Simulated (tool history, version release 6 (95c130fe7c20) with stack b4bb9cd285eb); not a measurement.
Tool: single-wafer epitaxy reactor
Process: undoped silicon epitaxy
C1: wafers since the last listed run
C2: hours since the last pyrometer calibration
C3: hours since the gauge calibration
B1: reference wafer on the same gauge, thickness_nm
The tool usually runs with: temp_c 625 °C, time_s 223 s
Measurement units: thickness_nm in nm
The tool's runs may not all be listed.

run 1 hour=0.0 | temp_c=632 time_s=235 | C1=0 C2=931.4 C3=122.7 | B1=17.898 | thickness_nm=27.017
run 2 hour=55.9 | temp_c=625 time_s=195 | C1=322 C2=987.3 C3=178.6 | B1=17.910 | thickness_nm=19.460
run 3 hour=108.7 | temp_c=625 time_s=195 | C1=305 C2=1040.1 C3=231.4 | B1=17.904 | thickness_nm=19.403
run 4 hour=174.6 | temp_c=625 time_s=223 | C1=380 C2=1106.0 C3=297.3 | B1=17.865 | thickness_nm=22.115
run 5 hour=352.0 | temp_c=625 time_s=223 | C1=1024 C2=1283.4 C3=474.7 | B1=17.881 | thickness_nm=22.109
run 6 hour=401.8 | temp_c=625 time_s=223 | C1=287 C2=1333.2 C3=524.5 | B1=17.880 | thickness_nm=22.122
run 7 hour=437.6 | temp_c=625 time_s=223 | C1=206 C2=1369.0 C3=560.3 | B1=17.880 | thickness_nm=22.145
-- hour=498.8 pyrometer calibrated
run 8 hour=508.2 | temp_c=625 time_s=223 | C1=361 C2=9.4 C3=630.9 | B1=17.890 | thickness_nm=22.223
run 9 hour=574.1 | temp_c=625 time_s=223 | C1=380 C2=75.3 C3=696.8 | B1=17.909 | thickness_nm=22.140
run 10 hour=625.1 | temp_c=633 time_s=179 | C1=294 C2=126.3 C3=747.8 | B1=17.909 | thickness_nm=20.927
run 11 hour=663.4 | temp_c=617 time_s=223 | C1=221 C2=164.6 C3=786.1 | B1=17.870 | thickness_nm=18.780
run 12 hour=714.0 | temp_c=637 time_s=223 | C1=292 C2=215.2 C3=836.7 | B1=17.904 | thickness_nm=28.214
run 13 hour=757.2 | temp_c=635 time_s=263 | C1=249 C2=258.4 C3=879.9 | B1=17.894 | thickness_nm=31.853
run 14 hour=804.6 | temp_c=611 time_s=253 | C1=273 C2=305.8 C3=927.3 | B1=17.901 | thickness_nm=18.962
-- hour=827.1 gauge calibrated
run 15 hour=960.3 | temp_c=625 time_s=223 | C1=899 C2=461.5 C3=133.2 | B1=17.898 | thickness_nm=22.204
run 16 hour=1024.7 | temp_c=639 time_s=182 | C1=372 C2=525.9 C3=197.6 | B1=17.918 | thickness_nm=23.872
run 17 hour=1053.7 | temp_c=634 time_s=210 | C1=167 C2=554.9 C3=226.6 | B1=17.883 | thickness_nm=24.890

Consider 5 possible next runs. They are alternatives, not a sequence: every one starts from the tool as it was left by run 17. What does each give?
run A hour=1054.2 | temp_c=634 time_s=223 | C1=2 C2=555.4 C3=227.1 | B1=? | thickness_nm=?
run B hour=1054.2 | temp_c=610 time_s=238 | C1=2 C2=555.4 C3=227.1 | B1=? | thickness_nm=?
run C hour=1054.2 | temp_c=620 time_s=197 | C1=2 C2=555.4 C3=227.1 | B1=? | thickness_nm=?
run D hour=1054.2 | temp_c=636 time_s=211 | C1=2 C2=555.4 C3=227.1 | B1=? | thickness_nm=?
run E hour=1054.2 | temp_c=617 time_s=245 | C1=2 C2=555.4 C3=227.1 | B1=? | thickness_nm=?

run=A B1=17.918 thickness_nm=26.546
run=B B1=17.918 thickness_nm=17.373
run=C B1=17.918 thickness_nm=17.680
run=D B1=17.918 thickness_nm=26.136
run=E B1=17.918 thickness_nm=20.675
Take away the tool's hidden state, keep each run's random variation, and the runs would have read:
run=A thickness_nm=26.546
run=B thickness_nm=17.373
run=C thickness_nm=17.680
run=D thickness_nm=26.136
run=E thickness_nm=20.675
